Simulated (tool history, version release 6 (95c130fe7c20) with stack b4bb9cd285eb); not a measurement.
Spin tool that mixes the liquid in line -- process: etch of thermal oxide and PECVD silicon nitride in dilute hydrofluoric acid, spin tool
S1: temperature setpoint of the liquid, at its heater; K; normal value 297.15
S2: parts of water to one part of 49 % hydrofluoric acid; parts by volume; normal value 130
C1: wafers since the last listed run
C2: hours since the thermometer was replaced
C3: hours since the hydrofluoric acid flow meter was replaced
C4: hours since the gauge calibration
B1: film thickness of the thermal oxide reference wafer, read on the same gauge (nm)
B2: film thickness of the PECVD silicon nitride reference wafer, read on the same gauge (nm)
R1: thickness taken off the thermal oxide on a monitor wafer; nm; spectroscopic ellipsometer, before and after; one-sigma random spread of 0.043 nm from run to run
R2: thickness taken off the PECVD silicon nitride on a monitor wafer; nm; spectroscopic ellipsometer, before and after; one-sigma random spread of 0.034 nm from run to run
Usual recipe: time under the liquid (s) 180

run 1 hour=0 | S1=297.15 S2=130 time_under_the_liquid_(s)=180 | C1=0 C2=256.1 C3=2049.3 C4=23.9 | B1=39.97 B2=90.01 | R1=6.7 R2=6.87
run 2 hour=34.5 | S1=297.15 S2=130 time_under_the_liquid_(s)=155 | C1=276 C2=290.6 C3=2083.8 C4=58.4 | B1=40.02 B2=90 | R1=5.73 R2=5.89
run 3 hour=47.5 | S1=293.15 S2=130 time_under_the_liquid_(s)=180 | C1=104 C2=303.6 C3=2096.8 C4=71.4 | B1=40 B2=89.97 | R1=5.66 R2=5.37
run 4 hour=62.2 | S1=293.15 S2=130 time_under_the_liquid_(s)=180 | C1=117 C2=318.3 C3=2111.5 C4=86.1 | B1=40 B2=90.01 | R1=5.7 R2=5.38
run 5 hour=75.4 | S1=293.15 S2=130 time_under_the_liquid_(s)=180 | C1=105 C2=331.5 C3=2124.7 C4=99.3 | B1=40.01 B2=90.03 | R1=5.67 R2=5.4
run 6 hour=88.5 | S1=297.15 S2=130 time_under_the_liquid_(s)=180 | C1=104 C2=344.6 C3=2137.8 C4=112.4 | B1=40 B2=89.99 | R1=6.64 R2=6.96
run 7 hour=118.9 | S1=297.15 S2=130 time_under_the_liquid_(s)=180 | C1=243 C2=375 C3=2168.2 C4=142.8 | B1=39.98 B2=90 | R1=6.65 R2=6.96
run 8 hour=140.2 | S1=298.65 S2=170 time_under_the_liquid_(s)=180 | C1=170 C2=396.3 C3=2189.5 C4=164.1 | B1=40 B2=89.99 | R1=5.17 R2=5.92
run 9 hour=167.2 | S1=298.65 S2=170 time_under_the_liquid_(s)=180 | C1=216 C2=423.3 C3=2216.5 C4=191.1 | B1=40 B2=89.98 | R1=5.09 R2=5.93
run 10 hour=186.2 | S1=293.65 S2=130 time_under_the_liquid_(s)=180 | C1=152 C2=442.3 C3=2235.5 C4=210.1 | B1=40.02 B2=89.99 | R1=5.8 R2=5.61
run 11 hour=220.4 | S1=293.65 S2=130 time_under_the_liquid_(s)=180 | C1=273 C2=476.5 C3=2269.7 C4=244.3 | B1=40 B2=89.99 | R1=5.89 R2=5.67
run 12 hour=236.9 | S1=295.65 S2=160 time_under_the_liquid_(s)=225 | C1=132 C2=493 C3=2286.2 C4=260.8 | B1=40.04 B2=90.02 | R1=6.3 R2=6.56
run 13 hour=270.5 | S1=297.15 S2=130 time_under_the_liquid_(s)=155 | C1=269 C2=526.6 C3=2319.8 C4=294.4 | B1=40 B2=90.02 | R1=5.82 R2=6.16
run 14 hour=288.4 | S1=301.15 S2=130 time_under_the_liquid_(s)=180 | C1=143 C2=544.5 C3=2337.7 C4=312.3 | B1=40.01 B2=90.01 | R1=7.93 R2=9.19
-- hour=302.4 gauge calibrated
run 15 hour=318.4 | S1=292.65 S2=100 time_under_the_liquid_(s)=180 | C1=240 C2=574.5 C3=2367.7 C4=16 | B1=40.03 B2=89.98 | R1=7.62 R2=6.9
-- hour=328.1 hydrofluoric acid flow meter replaced
run 16 hour=352.3 | S1=297.15 S2=130 time_under_the_liquid_(s)=180 | C1=263 C2=608.4 C3=24.2 C4=49.9 | B1=40 B2=89.99 | R1=6.77 R2=7.18
run 17 hour=377.7 | S1=299.65 S2=195 time_under_the_liquid_(s)=225 | C1=203 C2=633.8 C3=49.6 C4=75.3 | B1=39.99 B2=89.99 | R1=5.8 R2=7.09
-- hour=387.6 thermometer replaced
run 18 hour=394.9 | S1=297.15 S2=130 time_under_the_liquid_(s)=145 | C1=129 C2=7.3 C3=66.8 C4=92.5 | B1=39.99 B2=90 | R1=5.29 R2=5.37
run 19 hour=423.4 | S1=300.15 S2=85 time_under_the_liquid_(s)=180 | C1=228 C2=35.8 C3=95.3 C4=121 | B1=39.97 B2=90.03 | R1=11.76 R2=12.42
run 20 hour=448.2 | S1=297.15 S2=170 time_under_the_liquid_(s)=180 | C1=198 C2=60.6 C3=120.1 C4=145.8 | B1=39.99 B2=89.99 | R1=4.77 R2=5.17
run 21 hour=483.9 | S1=293.15 S2=160 time_under_the_liquid_(s)=75 | C1=285 C2=96.3 C3=155.8 C4=181.5 | B1=39.99 B2=90 | R1=1.84 R2=1.78
run 22 hour=515.1 | S1=297.15 S2=155 time_under_the_liquid_(s)=255 | C1=249 C2=127.5 C3=187 C4=212.7 | B1=40 B2=90.01 | R1=7.66 R2=8.13

3 ways to go on from here, each from the tool as it stands after run 22. What would each give?
run A hour=515.6 | S1=297.15 S2=130 time_under_the_liquid_(s)=180 | C1=4 C2=128 C3=187.5 C4=213.2 | B1=? B2=? | R1=? R2=?
run B hour=515.6 | S1=295.65 S2=90 time_under_the_liquid_(s)=265 | C1=4 C2=128 C3=187.5 C4=213.2 | B1=? B2=? | R1=? R2=?
run C hour=515.6 | S1=295.15 S2=70 time_under_the_liquid_(s)=220 | C1=4 C2=128 C3=187.5 C4=213.2 | B1=? B2=? | R1=? R2=?

run=A B1=39.99 B2=89.97 R1=6.58 R2=6.77
run=B B1=39.99 B2=89.97 R1=13.83 R2=12.97
run=C B1=39.99 B2=89.97 R1=14.82 R2=13.33
Without the tool's unlogged condition, the same runs would have read:
run=A R1=6.47 R2=6.58
run=B R1=13.59 R2=12.61
run=C R1=14.56 R2=12.95
